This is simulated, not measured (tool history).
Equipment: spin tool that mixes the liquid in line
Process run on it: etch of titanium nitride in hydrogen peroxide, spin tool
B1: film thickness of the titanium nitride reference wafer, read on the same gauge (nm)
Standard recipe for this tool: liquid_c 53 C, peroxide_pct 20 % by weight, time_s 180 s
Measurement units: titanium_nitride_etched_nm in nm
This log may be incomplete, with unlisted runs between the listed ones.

run 1 hour=0 | liquid_c=53 peroxide_pct=20 time_s=180 | B1=39.99 | titanium_nitride_etched_nm=16.25
run 2 hour=101.5 | liquid_c=53 peroxide_pct=20 time_s=180 | B1=40.01 | titanium_nitride_etched_nm=16.45
run 3 hour=196.3 | liquid_c=53 peroxide_pct=20 time_s=180 | B1=39.99 | titanium_nitride_etched_nm=16.18
run 4 hour=245.8 | liquid_c=53 peroxide_pct=20 time_s=180 | B1=40 | titanium_nitride_etched_nm=16.16
-- hour=288 new drum of peroxide connected
run 5 hour=378.7 | liquid_c=53 peroxide_pct=20 time_s=180 | B1=40.03 | titanium_nitride_etched_nm=16.13
run 6 hour=471.2 | liquid_c=47.5 peroxide_pct=20 time_s=180 | B1=40 | titanium_nitride_etched_nm=10.7
run 7 hour=523.4 | liquid_c=47.5 peroxide_pct=20 time_s=180 | B1=40.01 | titanium_nitride_etched_nm=10.81
-- hour=545.2 peroxide flow meter replaced
run 8 hour=612.4 | liquid_c=47.5 peroxide_pct=20 time_s=180 | B1=40.01 | titanium_nitride_etched_nm=10.55
run 9 hour=664.6 | liquid_c=53 peroxide_pct=21.5 time_s=180 | B1=40.02 | titanium_nitride_etched_nm=15.98
-- hour=684.2 heated supply line repaired
run 10 hour=754 | liquid_c=59.5 peroxide_pct=20 time_s=180 | B1=39.99 | titanium_nitride_etched_nm=26.68

What will run 11 give?
-- hour=817.2 new drum of peroxide connected
run 11 hour=817.7 | liquid_c=59 peroxide_pct=23.5 time_s=85 | B1=? | titanium_nitride_etched_nm=?

Run 11 came out at B1 40.01, titanium_nitride_etched_nm 12.74 nm.
The same run, on a tool lacking any hidden state, would have yielded titanium_nitride_etched_nm 12.72 nm.
